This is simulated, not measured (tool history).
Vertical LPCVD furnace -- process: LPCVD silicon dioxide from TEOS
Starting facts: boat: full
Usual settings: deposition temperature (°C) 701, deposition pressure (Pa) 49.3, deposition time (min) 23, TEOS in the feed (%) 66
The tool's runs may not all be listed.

| run | hour | deposition temperature (°C) | deposition pressure (Pa) | deposition time (min) | TEOS in the feed (%) | read-back reference wafer on the same gauge, thickness | film thickness on the monitor wafer in the middle of the boat (nm) |
|---|---|---|---|---|---|---|---|
| 1 | 0 | 701 | 49.3 | 23 | 58 | 173.94 | 193.42 |
| 2 | 30 | 701 | 49.3 | 23 | 66 | 173.89 | 207.74 |
| 3 | 51.3 | 701 | 49.3 | 23 | 66 | 174.15 | 206.89 |
| 4 | 74.4 | 701 | 49.3 | 23 | 66 | 173.85 | 207.73 |
| 5 | 105.8 | 701 | 49.3 | 23 | 66 | 174.22 | 209.06 |
| 6 | 132.6 | 701 | 49.3 | 23 | 66 | 174.04 | 209.03 |
|  | 156.8 | pressure gauge zeroed |
| 7 | 157.3 | 701 | 49.3 | 23 | 66 | 174.09 | 207.93 |
|  | 180.9 | gauge calibrated |
| 8 | 184.5 | 701 | 49.3 | 23 | 66 | 173.96 | 207.66 |
| 9 | 200 | 701 | 49.3 | 23 | 66 | 174 | 209.13 |
|  | 250.1 | thermocouples replaced and temperature profile calibrated |
| 10 | 250.6 | 701 | 49.3 | 23 | 66 | 173.91 | 195.72 |
| 11 | 264.3 | 701 | 49.3 | 23 | 66 | 174.18 | 195.48 |
| 12 | 294.8 | 701 | 49.3 | 23 | 66 | 174.08 | 195.8 |
| 13 | 320.4 | 690 | 49.3 | 23 | 66 | 173.92 | 151.26 |
|  | 350.7 | TEOS flow controller replaced |
| 14 | 351.2 | 690 | 39.3 | 23 | 76 | 173.85 | 144.7 |
| 15 | 371.7 | 698 | 40 | 31 | 58 | 174.06 | 207.72 |
| 16 | 385.7 | 701 | 49.3 | 18.5 | 66 | 174.08 | 157.63 |
| 17 | 407.8 | 689 | 40 | 16.5 | 75 | 174.09 | 101.7 |
| 18 | 443.8 | 701 | 49.3 | 14 | 66 | 174 | 119.55 |

For each run, what was the tool's unlogged condition?
true pressure minus gauge reading, mTorr: 0 on each run
deviation of the TEOS flow from its setpoint, %: 0 on each run
gauge reads high (%): 0 on each run
H1: true tube temperature minus thermocouple reading, K
| run | H1 |
|---|---|
| 1 | 3.04 |
| 2 | 3.09 |
| 3 | 3.13 |
| 4 | 3.17 |
| 5 | 3.22 |
| 6 | 3.27 |
| 7 | 3.31 |
| 8 | 3.36 |
| 9 | 3.39 |
| 10 | 0.642 |
| 11 | 0.642 |
| 12 | 0.642 |
| 13 | 0.643 |
| 14 | 0.644 |
| 15 | 0.646 |
| 16 | 0.647 |
| 17 | 0.648 |
| 18 | 0.652 |

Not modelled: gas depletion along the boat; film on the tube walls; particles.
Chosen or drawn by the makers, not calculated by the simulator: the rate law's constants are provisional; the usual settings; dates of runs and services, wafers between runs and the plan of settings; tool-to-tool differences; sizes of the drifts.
